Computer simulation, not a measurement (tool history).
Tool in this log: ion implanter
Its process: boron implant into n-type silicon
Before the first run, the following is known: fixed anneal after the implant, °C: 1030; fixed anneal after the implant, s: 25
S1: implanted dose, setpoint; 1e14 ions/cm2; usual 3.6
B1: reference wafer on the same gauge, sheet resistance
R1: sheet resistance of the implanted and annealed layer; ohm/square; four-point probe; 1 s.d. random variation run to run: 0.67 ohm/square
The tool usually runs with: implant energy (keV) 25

run 1 day=0 | S1=3.6 implant_energy_(keV)=21.5 | B1=254.04 | R1=271.5
run 2 day=0.762 | S1=3.6 implant_energy_(keV)=21.5 | B1=254.04 | R1=271.41
run 3 day=1.538 | S1=3.6 implant_energy_(keV)=21.5 | B1=253.97 | R1=270.4
run 4 day=2.462 | S1=3.6 implant_energy_(keV)=25 | B1=254.09 | R1=266.33
run 5 day=3.258 | S1=3.6 implant_energy_(keV)=25 | B1=254.04 | R1=267.36
run 6 day=4.279 | S1=4.07 implant_energy_(keV)=25 | B1=254.07 | R1=240.68
run 7 day=5.133 | S1=3.6 implant_energy_(keV)=19.5 | B1=254 | R1=272.95
run 8 day=5.992 | S1=3.6 implant_energy_(keV)=19.5 | B1=253.97 | R1=273.82
-- day=7.038 Faraday cup replaced and dose calibrated
run 9 day=7.121 | S1=3.6 implant_energy_(keV)=19.5 | B1=254.01 | R1=266.48
-- day=7.85 extraction supply calibrated
run 10 day=7.871 | S1=3.6 implant_energy_(keV)=25 | B1=254.08 | R1=258.73
run 11 day=8.383 | S1=3.05 implant_energy_(keV)=19.5 | B1=253.95 | R1=304.69
run 12 day=9.379 | S1=3.6 implant_energy_(keV)=31 | B1=254.09 | R1=252.31
-- day=10.583 gauge calibrated
-- day=11.038 Faraday cup replaced and dose calibrated, repeated, since the last time left the tool worse
run 13 day=11.058 | S1=3.12 implant_energy_(keV)=22.5 | B1=254.1 | R1=311.74
run 14 day=11.779 | S1=3.6 implant_energy_(keV)=22.5 | B1=253.8 | R1=278.38
run 15 day=12.383 | S1=3.6 implant_energy_(keV)=25 | B1=254.27 | R1=273.51
run 16 day=13.25 | S1=3.6 implant_energy_(keV)=25 | B1=253.97 | R1=273.47
run 17 day=14.35 | S1=3.15 implant_energy_(keV)=29.5 | B1=254.13 | R1=300.94
run 18 day=15.096 | S1=3.6 implant_energy_(keV)=25 | B1=254.04 | R1=274.24
run 19 day=16.567 | S1=3.6 implant_energy_(keV)=25 | B1=253.95 | R1=274.01
run 20 day=17.55 | S1=3.95 implant_energy_(keV)=25 | B1=254.03 | R1=252.26

What if the next run were any one of these 4? Each begins from the tool's condition after run 20:
run A day=17.567 | S1=3.14 implant_energy_(keV)=25 | B1=? | R1=?
run B day=17.567 | S1=3.08 implant_energy_(keV)=21.5 | B1=? | R1=?
run C day=17.567 | S1=3.97 implant_energy_(keV)=25 | B1=? | R1=?
run D day=17.567 | S1=4.62 implant_energy_(keV)=27.5 | B1=? | R1=?

run=A B1=253.82 R1=305.26
run=B B1=253.82 R1=315.04
run=C B1=253.82 R1=252.12
run=D B1=253.82 R1=220.23
Take away the tool's hidden state, keep each run's random variation, and the runs would have read:
run=A R1=305.07
run=B R1=314.84
run=C R1=251.96
run=D R1=220.09
